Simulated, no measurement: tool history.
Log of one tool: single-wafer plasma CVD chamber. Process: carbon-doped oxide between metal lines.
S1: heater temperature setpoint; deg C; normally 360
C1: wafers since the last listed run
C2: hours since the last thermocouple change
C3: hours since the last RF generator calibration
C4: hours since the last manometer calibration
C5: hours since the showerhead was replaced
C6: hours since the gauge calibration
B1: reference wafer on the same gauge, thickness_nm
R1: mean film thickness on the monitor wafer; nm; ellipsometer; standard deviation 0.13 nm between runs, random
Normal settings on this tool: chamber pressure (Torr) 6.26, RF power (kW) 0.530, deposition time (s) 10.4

Run 1, hour 0.0: usual settings but chamber pressure (Torr) 5.86; C1 0; C2 1246.2; C3 1500.7; C4 679.6; C5 4712.6; C6 420.0; B1 58.653. Result: R1 55.195 nm.
At hour 46.0: showerhead replaced.
Run 2, hour 63.9: usual settings; C1 1866; C2 1310.1; C3 1564.6; C4 743.5; C5 17.9; C6 483.9; B1 58.589. Result: R1 55.752 nm.
Run 3, hour 107.0: usual settings; C1 1439; C2 1353.2; C3 1607.7; C4 786.6; C5 61.0; C6 527.0; B1 58.533. Result: R1 55.867 nm.
At hour 150.0: capacitance manometer re-zeroed and calibrated.
Run 4, hour 150.5: usual settings; C1 1185; C2 1396.7; C3 1651.2; C4 0.5; C5 104.5; C6 570.5; B1 58.537. Result: R1 55.634 nm.
At hour 197.7: thermocouple changed; heater temperature recalibrated.
Run 5, hour 212.1: usual settings; C1 1789; C2 14.4; C3 1712.8; C4 62.1; C5 166.1; C6 632.1; B1 58.446. Result: R1 55.688 nm.
Run 6, hour 238.8: usual settings but chamber pressure (Torr) 5.87; C1 891; C2 41.1; C3 1739.5; C4 88.8; C5 192.8; C6 658.8; B1 58.429. Result: R1 54.983 nm.
Run 7, hour 299.2: usual settings but RF power (kW) 0.600; C1 2016; C2 101.5; C3 1799.9; C4 149.2; C5 253.2; C6 719.2; B1 58.346. Result: R1 60.398 nm.
Run 8, hour 353.4: usual settings but RF power (kW) 0.600; C1 1809; C2 155.7; C3 1854.1; C4 203.4; C5 307.4; C6 773.4; B1 58.309. Result: R1 60.083 nm.
Run 9, hour 394.1: usual settings but RF power (kW) 0.600; C1 1359; C2 196.4; C3 1894.8; C4 244.1; C5 348.1; C6 814.1; B1 58.254. Result: R1 60.137 nm.
Run 10, hour 418.9: usual settings but RF power (kW) 0.470, deposition time (s) 9.7; C1 828; C2 221.2; C3 1919.6; C4 268.9; C5 372.9; C6 838.9; B1 58.312. Result: R1 47.856 nm.
Run 11, hour 459.1: usual settings but S1 367 deg C, RF power (kW) 0.585; C1 1342; C2 261.4; C3 1959.8; C4 309.1; C5 413.1; C6 879.1; B1 58.207. Result: R1 58.182 nm.
Run 12, hour 495.7: usual settings but chamber pressure (Torr) 7.47, deposition time (s) 9.7; C1 1222; C2 298.0; C3 1996.4; C4 345.7; C5 449.7; C6 915.7; B1 58.181. Result: R1 52.879 nm.
Run 13, hour 526.7: usual settings; C1 1035; C2 329.0; C3 2027.4; C4 376.7; C5 480.7; C6 946.7; B1 58.109. Result: R1 55.463 nm.
At hour 555.2: gauge calibrated.
Run 14, hour 583.7: usual settings; C1 1903; C2 386.0; C3 2084.4; C4 433.7; C5 537.7; C6 28.5; B1 59.099. Result: R1 56.053 nm.
Run 15, hour 610.7: usual settings; C1 901; C2 413.0; C3 2111.4; C4 460.7; C5 564.7; C6 55.5; B1 59.057. Result: R1 56.430 nm.
At hour 651.7: RF generator calibrated.
Run 16, hour 652.2: usual settings; C1 1118; C2 454.5; C3 0.5; C4 502.2; C5 606.2; C6 97.0; B1 59.017. Result: R1 56.292 nm.
Run 17, hour 698.5: usual settings but chamber pressure (Torr) 5.59, RF power (kW) 0.500, deposition time (s) 9.7; C1 1546; C2 500.8; C3 46.8; C4 548.5; C5 652.5; C6 143.3; B1 59.045. Result: R1 49.350 nm.
Run 18, hour 754.4: usual settings but chamber pressure (Torr) 7.30, RF power (kW) 0.635, deposition time (s) 11.4; C1 1866; C2 556.7; C3 102.7; C4 604.4; C5 708.4; C6 199.2; B1 58.934. Result: R1 69.810 nm.
Run 19, hour 780.2: usual settings; C1 861; C2 582.5; C3 128.5; C4 630.2; C5 734.2; C6 225.0; B1 58.888. Result: R1 56.104 nm.
Run 20, hour 845.2: usual settings but RF power (kW) 0.475, deposition time (s) 12.0; C1 2170; C2 647.5; C3 193.5; C4 695.2; C5 799.2; C6 290.0; B1 58.858. Result: R1 60.067 nm.
Run 21, hour 898.8: usual settings but S1 354 deg C, chamber pressure (Torr) 7.82; C1 1789; C2 701.1; C3 247.1; C4 748.8; C5 852.8; C6 343.6; B1 58.786. Result: R1 58.177 nm.

The next listed run, before its measurement:
At hour 942.4: capacitance manometer re-zeroed and calibrated.
Run 22, hour 950.5: usual settings; C1 1459; C2 752.8; C3 298.8; C4 8.1; C5 904.5; C6 395.3; B1 ?. Result: R1 ?.

Run 22 gave B1 58.752, R1 56.118 nm.
If the tool had no hidden condition, the same run with the same run-to-run variation would have returned R1 56.458 nm.

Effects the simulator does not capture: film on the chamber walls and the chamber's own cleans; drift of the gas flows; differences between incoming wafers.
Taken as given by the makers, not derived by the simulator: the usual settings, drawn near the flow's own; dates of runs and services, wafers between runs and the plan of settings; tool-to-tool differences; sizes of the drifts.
